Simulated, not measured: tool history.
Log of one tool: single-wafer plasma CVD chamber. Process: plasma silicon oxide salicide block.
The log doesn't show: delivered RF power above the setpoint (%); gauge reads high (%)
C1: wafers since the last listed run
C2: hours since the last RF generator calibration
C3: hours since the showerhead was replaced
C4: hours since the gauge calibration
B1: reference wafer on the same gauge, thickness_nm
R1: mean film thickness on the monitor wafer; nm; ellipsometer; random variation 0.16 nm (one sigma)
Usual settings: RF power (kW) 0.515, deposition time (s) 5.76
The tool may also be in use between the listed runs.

run 1 hour=0.0 | RF_power_(kW)=0.515 deposition_time_(s)=5.76 | C1=0 C2=1128.5 C3=6920.9 C4=113.1 | B1=56.353 | R1=47.154
run 2 hour=41.6 | RF_power_(kW)=0.515 deposition_time_(s)=5.76 | C1=1248 C2=1170.1 C3=6962.5 C4=154.7 | B1=56.418 | R1=47.597
run 3 hour=108.0 | RF_power_(kW)=0.515 deposition_time_(s)=5.76 | C1=1992 C2=1236.5 C3=7028.9 C4=221.1 | B1=56.447 | R1=47.768
run 4 hour=164.6 | RF_power_(kW)=0.515 deposition_time_(s)=5.76 | C1=1698 C2=1293.1 C3=7085.5 C4=277.7 | B1=56.373 | R1=47.549
run 5 hour=223.4 | RF_power_(kW)=0.515 deposition_time_(s)=5.76 | C1=1764 C2=1351.9 C3=7144.3 C4=336.5 | B1=56.470 | R1=47.295
run 6 hour=268.9 | RF_power_(kW)=0.515 deposition_time_(s)=5.76 | C1=1365 C2=1397.4 C3=7189.8 C4=382.0 | B1=56.389 | R1=47.462
run 7 hour=293.0 | RF_power_(kW)=0.515 deposition_time_(s)=5.76 | C1=723 C2=1421.5 C3=7213.9 C4=406.1 | B1=56.390 | R1=47.359
run 8 hour=323.2 | RF_power_(kW)=0.465 deposition_time_(s)=5.76 | C1=906 C2=1451.7 C3=7244.1 C4=436.3 | B1=56.406 | R1=46.103
run 9 hour=348.8 | RF_power_(kW)=0.465 deposition_time_(s)=5.76 | C1=768 C2=1477.3 C3=7269.7 C4=461.9 | B1=56.389 | R1=45.901
run 10 hour=386.3 | RF_power_(kW)=0.540 deposition_time_(s)=5.76 | C1=1125 C2=1514.8 C3=7307.2 C4=499.4 | B1=56.430 | R1=47.961
run 11 hour=421.5 | RF_power_(kW)=0.540 deposition_time_(s)=5.76 | C1=1056 C2=1550.0 C3=7342.4 C4=534.6 | B1=56.410 | R1=48.154
run 12 hour=449.4 | RF_power_(kW)=0.515 deposition_time_(s)=5.76 | C1=837 C2=1577.9 C3=7370.3 C4=562.5 | B1=56.390 | R1=47.441
-- hour=469.5 gauge calibrated
run 13 hour=503.5 | RF_power_(kW)=0.515 deposition_time_(s)=6.42 | C1=1623 C2=1632.0 C3=7424.4 C4=34.0 | B1=56.415 | R1=52.945
-- hour=521.6 RF generator calibrated
run 14 hour=568.6 | RF_power_(kW)=0.600 deposition_time_(s)=5.03 | C1=1713 C2=47.0 C3=7489.5 C4=99.1 | B1=56.400 | R1=43.139
-- hour=595.8 showerhead replaced
run 15 hour=606.7 | RF_power_(kW)=0.415 deposition_time_(s)=6.31 | C1=903 C2=85.1 C3=10.9 C4=137.2 | B1=56.426 | R1=49.084
run 16 hour=657.7 | RF_power_(kW)=0.475 deposition_time_(s)=5.01 | C1=1530 C2=136.1 C3=61.9 C4=188.2 | B1=56.411 | R1=40.463
run 17 hour=688.3 | RF_power_(kW)=0.515 deposition_time_(s)=5.76 | C1=918 C2=166.7 C3=92.5 C4=218.8 | B1=56.379 | R1=47.189
run 18 hour=735.8 | RF_power_(kW)=0.560 deposition_time_(s)=5.14 | C1=1425 C2=214.2 C3=140.0 C4=266.3 | B1=56.389 | R1=43.006
run 19 hour=763.9 | RF_power_(kW)=0.415 deposition_time_(s)=6.31 | C1=843 C2=242.3 C3=168.1 C4=294.4 | B1=56.388 | R1=48.892
run 20 hour=790.9 | RF_power_(kW)=0.515 deposition_time_(s)=5.76 | C1=810 C2=269.3 C3=195.1 C4=321.4 | B1=56.406 | R1=47.579
run 21 hour=857.6 | RF_power_(kW)=0.600 deposition_time_(s)=5.31 | C1=2001 C2=336.0 C3=261.8 C4=388.1 | B1=56.436 | R1=45.298
run 22 hour=908.3 | RF_power_(kW)=0.590 deposition_time_(s)=5.20 | C1=1521 C2=386.7 C3=312.5 C4=438.8 | B1=56.408 | R1=44.539

5 ways to go on from here, each from the tool as it stands after run 22. What would each give?
run A hour=908.7 | RF_power_(kW)=0.515 deposition_time_(s)=5.76 | C1=12 C2=387.1 C3=312.9 C4=439.2 | B1=? | R1=?
run B hour=908.7 | RF_power_(kW)=0.420 deposition_time_(s)=6.62 | C1=12 C2=387.1 C3=312.9 C4=439.2 | B1=? | R1=?
run C hour=908.7 | RF_power_(kW)=0.595 deposition_time_(s)=6.20 | C1=12 C2=387.1 C3=312.9 C4=439.2 | B1=? | R1=?
run D hour=908.7 | RF_power_(kW)=0.590 deposition_time_(s)=5.76 | C1=12 C2=387.1 C3=312.9 C4=439.2 | B1=? | R1=?
run E hour=908.7 | RF_power_(kW)=0.590 deposition_time_(s)=6.28 | C1=12 C2=387.1 C3=312.9 C4=439.2 | B1=? | R1=?

run=A B1=56.441 R1=47.342
run=B B1=56.441 R1=51.469
run=C B1=56.441 R1=53.035
run=D B1=56.441 R1=49.156
run=E B1=56.441 R1=53.594
Without the tool's hidden state the same runs would have given:
run=A R1=47.342
run=B R1=51.469
run=C R1=53.035
run=D R1=49.156
run=E R1=53.594
